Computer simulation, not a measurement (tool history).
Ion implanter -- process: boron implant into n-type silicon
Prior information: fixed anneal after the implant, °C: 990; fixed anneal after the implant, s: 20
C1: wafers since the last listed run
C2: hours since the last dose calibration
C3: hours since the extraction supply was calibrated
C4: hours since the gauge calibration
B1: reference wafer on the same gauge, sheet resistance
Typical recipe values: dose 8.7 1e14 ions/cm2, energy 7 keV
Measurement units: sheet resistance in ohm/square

Run 1, hour 0: usual settings but dose 10.06 1e14 ions/cm2; C1 0; C2 197.5; C3 2346.2; C4 62.2; B1 155.01. Result: sheet resistance 162.43 ohm/square.
Run 2, hour 42.8: usual settings but dose 10.06 1e14 ions/cm2; C1 700; C2 240.3; C3 2389; C4 105; B1 155.07. Result: sheet resistance 162.32 ohm/square.
Run 3, hour 88.9: usual settings but dose 10.06 1e14 ions/cm2; C1 754; C2 286.4; C3 2435.1; C4 151.1; B1 155. Result: sheet resistance 162.58 ohm/square.
Run 4, hour 181.3: usual settings; C1 1512; C2 378.8; C3 2527.5; C4 243.5; B1 155.03. Result: sheet resistance 174.48 ohm/square.
Run 5, hour 249.5: usual settings; C1 1116; C2 447; C3 2595.7; C4 311.7; B1 155.02. Result: sheet resistance 174.91 ohm/square.
Run 6, hour 334.3: usual settings but dose 6.87 1e14 ions/cm2; C1 1388; C2 531.8; C3 2680.5; C4 396.5; B1 155.04. Result: sheet resistance 199.81 ohm/square.
Run 7, hour 425.4: usual settings; C1 1491; C2 622.9; C3 2771.6; C4 487.6; B1 155. Result: sheet resistance 173.33 ohm/square.
Run 8, hour 482: usual settings; C1 926; C2 679.5; C3 2828.2; C4 544.2; B1 155.03. Result: sheet resistance 173.02 ohm/square.
At hour 561: gauge calibrated.
Run 9, hour 570.5: usual settings; C1 1448; C2 768; C3 2916.7; C4 9.5; B1 154.94. Result: sheet resistance 172 ohm/square.
Run 10, hour 635.1: usual settings; C1 1057; C2 832.6; C3 2981.3; C4 74.1; B1 154.97. Result: sheet resistance 172.47 ohm/square.
At hour 677: Faraday cup replaced and dose calibrated.
Run 11, hour 734.9: usual settings but dose 10.69 1e14 ions/cm2; C1 1502; C2 57.9; C3 3081.1; C4 173.9; B1 154.92. Result: sheet resistance 158.39 ohm/square.
Run 12, hour 781.5: usual settings but dose 10.38 1e14 ions/cm2, energy 5 keV; C1 762; C2 104.5; C3 3127.7; C4 220.5; B1 155.01. Result: sheet resistance 183.18 ohm/square.
Run 13, hour 820.8: usual settings but dose 9.75 1e14 ions/cm2, energy 6.5 keV; C1 643; C2 143.8; C3 3167; C4 259.8; B1 155.13. Result: sheet resistance 169.02 ohm/square.
Run 14, hour 859.6: usual settings but dose 6.29 1e14 ions/cm2, energy 5.5 keV; C1 635; C2 182.6; C3 3205.8; C4 298.6; B1 155.05. Result: sheet resistance 226.61 ohm/square.
At hour 883.2: extraction supply calibrated.
Run 15, hour 945.2: usual settings but dose 9.61 1e14 ions/cm2; C1 1270; C2 268.2; C3 62; C4 384.2; B1 154.97. Result: sheet resistance 165.72 ohm/square.
Run 16, hour 1048.6: usual settings; C1 1692; C2 371.6; C3 165.4; C4 487.6; B1 155. Result: sheet resistance 172.76 ohm/square.
Run 17, hour 1126.4: usual settings but dose 9.68 1e14 ions/cm2, energy 5 keV; C1 1273; C2 449.4; C3 243.2; C4 565.4; B1 155.04. Result: sheet resistance 187.7 ohm/square.
Run 18, hour 1171.4: usual settings; C1 736; C2 494.4; C3 288.2; C4 610.4; B1 155.03. Result: sheet resistance 173.17 ohm/square.
At hour 1221.7: gauge calibrated.
Run 19, hour 1252.5: usual settings but energy 6.5 keV; C1 1327; C2 575.5; C3 369.3; C4 30.8; B1 154.97. Result: sheet resistance 176.85 ohm/square.
Run 20, hour 1323.4: usual settings but dose 10.06 1e14 ions/cm2; C1 1160; C2 646.4; C3 440.2; C4 101.7; B1 155.07. Result: sheet resistance 161.01 ohm/square.

Forecast each of these 5 alternatives for the next run:
Run A, hour 1323.8: usual settings; C1 6; C2 646.8; C3 440.6; C4 102.1; B1 ?. Result: sheet resistance ?.
Run B, hour 1323.8: usual settings but dose 10.9 1e14 ions/cm2; C1 6; C2 646.8; C3 440.6; C4 102.1; B1 ?. Result: sheet resistance ?.
Run C, hour 1323.8: usual settings but dose 6.74 1e14 ions/cm2, energy 6 keV; C1 6; C2 646.8; C3 440.6; C4 102.1; B1 ?. Result: sheet resistance ?.
Run D, hour 1323.8: usual settings but dose 9.84 1e14 ions/cm2, energy 7.5 keV; C1 6; C2 646.8; C3 440.6; C4 102.1; B1 ?. Result: sheet resistance ?.
Run E, hour 1323.8: usual settings but dose 9.49 1e14 ions/cm2, energy 6 keV; C1 6; C2 646.8; C3 440.6; C4 102.1; B1 ?. Result: sheet resistance ?.

run      B1  sheet resistance
  A  155.04            173.22
  B  155.04            156.52
  C  155.04            209.41
  D  155.04             159.6
  E  155.04            175.12
Without the tool's hidden state the same runs would have given:
run  sheet resistance
  A            176.81
  B            158.85
  C            214.52
  D            162.56
  E            178.04
